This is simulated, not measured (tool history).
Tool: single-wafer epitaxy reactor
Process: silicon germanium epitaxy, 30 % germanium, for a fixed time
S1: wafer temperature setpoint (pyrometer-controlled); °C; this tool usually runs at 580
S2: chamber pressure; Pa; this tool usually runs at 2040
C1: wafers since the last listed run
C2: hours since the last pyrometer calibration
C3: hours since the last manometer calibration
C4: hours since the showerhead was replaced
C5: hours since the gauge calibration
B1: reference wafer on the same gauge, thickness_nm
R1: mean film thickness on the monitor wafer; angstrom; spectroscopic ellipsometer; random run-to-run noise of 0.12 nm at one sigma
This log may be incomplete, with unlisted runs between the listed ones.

{"run": 1, "hour": 0.0, "S1": 580, "S2": 2426, "C1": 0, "C2": 2495.7, "C3": 2270.5, "C4": 3247.2, "C5": 114.6, "B1": 30.28, "R1": 348.69}
{"run": 2, "hour": 6.8, "S1": 580, "S2": 2040, "C1": 128, "C2": 2502.5, "C3": 2277.3, "C4": 3254, "C5": 121.4, "B1": 30.326, "R1": 329.23}
{"run": 3, "hour": 15.5, "S1": 580, "S2": 2040, "C1": 163, "C2": 2511.2, "C3": 2286, "C4": 3262.7, "C5": 130.1, "B1": 30.308, "R1": 327.04}
{"run": 4, "hour": 22.0, "S1": 580, "S2": 2040, "C1": 122, "C2": 2517.7, "C3": 2292.5, "C4": 3269.2, "C5": 136.6, "B1": 30.301, "R1": 328.25}
{"hour": 38.8, "done": "showerhead replaced"}
{"run": 5, "hour": 39.3, "S1": 580, "S2": 2040, "C1": 175, "C2": 2535, "C3": 2309.8, "C4": 0.5, "C5": 153.9, "B1": 30.305, "R1": 329.56}
{"run": 6, "hour": 46.5, "S1": 580, "S2": 2040, "C1": 135, "C2": 2542.2, "C3": 2317, "C4": 7.7, "C5": 161.1, "B1": 30.306, "R1": 330.27}
{"run": 7, "hour": 63.5, "S1": 574, "S2": 2040, "C1": 320, "C2": 2559.2, "C3": 2334, "C4": 24.7, "C5": 178.1, "B1": 30.29, "R1": 295.95}
{"run": 8, "hour": 72.3, "S1": 584, "S2": 2160, "C1": 165, "C2": 2568, "C3": 2342.8, "C4": 33.5, "C5": 186.9, "B1": 30.285, "R1": 358.89}
{"run": 9, "hour": 87.9, "S1": 584, "S2": 2160, "C1": 293, "C2": 2583.6, "C3": 2358.4, "C4": 49.1, "C5": 202.5, "B1": 30.297, "R1": 360.54}
{"hour": 99.9, "done": "capacitance manometer re-zeroed and calibrated"}
{"run": 10, "hour": 100.4, "S1": 580, "S2": 2040, "C1": 84, "C2": 2596.1, "C3": 0.5, "C4": 61.6, "C5": 215, "B1": 30.313, "R1": 329.97}
{"run": 11, "hour": 114.6, "S1": 580, "S2": 2040, "C1": 267, "C2": 2610.3, "C3": 14.7, "C4": 75.8, "C5": 229.2, "B1": 30.33, "R1": 330.98}
{"hour": 130.6, "done": "pyrometer calibrated"}
{"run": 12, "hour": 131.1, "S1": 591, "S2": 1813, "C1": 160, "C2": 0.5, "C3": 31.2, "C4": 92.3, "C5": 245.7, "B1": 30.31, "R1": 423.14}
{"run": 13, "hour": 140.2, "S1": 580, "S2": 1827, "C1": 171, "C2": 9.6, "C3": 40.3, "C4": 101.4, "C5": 254.8, "B1": 30.272, "R1": 351.54}
{"run": 14, "hour": 151.2, "S1": 577, "S2": 2040, "C1": 207, "C2": 20.6, "C3": 51.3, "C4": 112.4, "C5": 265.8, "B1": 30.313, "R1": 344.55}
{"run": 15, "hour": 164.2, "S1": 588, "S2": 2040, "C1": 244, "C2": 33.6, "C3": 64.3, "C4": 125.4, "C5": 278.8, "B1": 30.27, "R1": 416.7}
{"run": 16, "hour": 174.0, "S1": 580, "S2": 2400, "C1": 184, "C2": 43.4, "C3": 74.1, "C4": 135.2, "C5": 288.6, "B1": 30.289, "R1": 381.47}
{"run": 17, "hour": 180.5, "S1": 594, "S2": 2226, "C1": 122, "C2": 49.9, "C3": 80.6, "C4": 141.7, "C5": 295.1, "B1": 30.283, "R1": 471.27}
{"run": 18, "hour": 193.5, "S1": 594, "S2": 1907, "C1": 244, "C2": 62.9, "C3": 93.6, "C4": 154.7, "C5": 308.1, "B1": 30.289, "R1": 452.43}
{"hour": 203.6, "done": "gauge calibrated"}
{"run": 19, "hour": 207.7, "S1": 580, "S2": 2040, "C1": 267, "C2": 77.1, "C3": 107.8, "C4": 168.9, "C5": 4.1, "B1": 30.283, "R1": 362.52}
{"run": 20, "hour": 222.0, "S1": 567, "S2": 2506, "C1": 269, "C2": 91.4, "C3": 122.1, "C4": 183.2, "C5": 18.4, "B1": 30.277, "R1": 307.27}
{"run": 21, "hour": 233.8, "S1": 591, "S2": 2040, "C1": 222, "C2": 103.2, "C3": 133.9, "C4": 195, "C5": 30.2, "B1": 30.265, "R1": 434.7}
{"run": 22, "hour": 246.5, "S1": 566, "S2": 2400, "C1": 239, "C2": 115.9, "C3": 146.6, "C4": 207.7, "C5": 42.9, "B1": 30.286, "R1": 294.88}
{"run": 23, "hour": 260.4, "S1": 568, "S2": 2520, "C1": 261, "C2": 129.8, "C3": 160.5, "C4": 221.6, "C5": 56.8, "B1": 30.281, "R1": 311.14}
{"run": 24, "hour": 274.3, "S1": 580, "S2": 2040, "C1": 261, "C2": 143.7, "C3": 174.4, "C4": 235.5, "C5": 70.7, "B1": 30.283, "R1": 359.68}
{"run": 25, "hour": 280.5, "S1": 570, "S2": 1600, "C1": 116, "C2": 149.9, "C3": 180.6, "C4": 241.7, "C5": 76.9, "B1": 30.288, "R1": 278.5}
{"run": 26, "hour": 296.7, "S1": 585, "S2": 1827, "C1": 304, "C2": 166.1, "C3": 196.8, "C4": 257.9, "C5": 93.1, "B1": 30.291, "R1": 379.61}
{"run": 27, "hour": 310.7, "S1": 586, "S2": 1800, "C1": 263, "C2": 180.1, "C3": 210.8, "C4": 271.9, "C5": 107.1, "B1": 30.296, "R1": 380.97}
{"run": 28, "hour": 328.6, "S1": 580, "S2": 2453, "C1": 336, "C2": 198, "C3": 228.7, "C4": 289.8, "C5": 125, "B1": 30.332, "R1": 376.01}
{"run": 29, "hour": 338.9, "S1": 586, "S2": 1667, "C1": 193, "C2": 208.3, "C3": 239, "C4": 300.1, "C5": 135.3, "B1": 30.27, "R1": 370.07}
{"run": 30, "hour": 352.8, "S1": 569, "S2": 2453, "C1": 261, "C2": 222.2, "C3": 252.9, "C4": 314, "C5": 149.2, "B1": 30.325, "R1": 310.71}
{"run": 31, "hour": 359.7, "S1": 573, "S2": 1907, "C1": 129, "C2": 229.1, "C3": 259.8, "C4": 320.9, "C5": 156.1, "B1": 30.315, "R1": 307.96}
{"run": 32, "hour": 374.2, "S1": 584, "S2": 2160, "C1": 272, "C2": 243.6, "C3": 274.3, "C4": 335.4, "C5": 170.6, "B1": 30.292, "R1": 386.44}
{"run": 33, "hour": 383.5, "S1": 566, "S2": 1880, "C1": 175, "C2": 252.9, "C3": 283.6, "C4": 344.7, "C5": 179.9, "B1": 30.275, "R1": 267.53}
{"run": 34, "hour": 395.7, "S1": 573, "S2": 1640, "C1": 229, "C2": 265.1, "C3": 295.8, "C4": 356.9, "C5": 192.1, "B1": 30.312, "R1": 292.99}

Each run again, without the hidden state but with its own random variation kept:
Hidden state at play: wafer temperature above the value expected at the setpoint (K); true pressure above the setpoint (%); gauge reads high (%).
run=1 R1=387.83
run=2 R1=366.2
run=3 R1=363.79
run=4 R1=365.16
run=5 R1=366.65
run=6 R1=367.47
run=7 R1=329.78
run=8 R1=399.01
run=9 R1=400.89
run=10 R1=367.26
run=11 R1=368.42
run=12 R1=425.46
run=13 R1=353.92
run=14 R1=347.39
run=15 R1=420.71
run=16 R1=385.67
run=17 R1=476.67
run=18 R1=458.31
run=19 R1=367.99
run=20 R1=312.57
run=21 R1=442.4
run=22 R1=300.84
run=23 R1=317.91
run=24 R1=367.86
run=25 R1=285.17
run=26 R1=389.07
run=27 R1=391.01
run=28 R1=386.76
run=29 R1=380.9
run=30 R1=320.6
run=31 R1=317.9
run=32 R1=399.18
run=33 R1=276.96
run=34 R1=303.52

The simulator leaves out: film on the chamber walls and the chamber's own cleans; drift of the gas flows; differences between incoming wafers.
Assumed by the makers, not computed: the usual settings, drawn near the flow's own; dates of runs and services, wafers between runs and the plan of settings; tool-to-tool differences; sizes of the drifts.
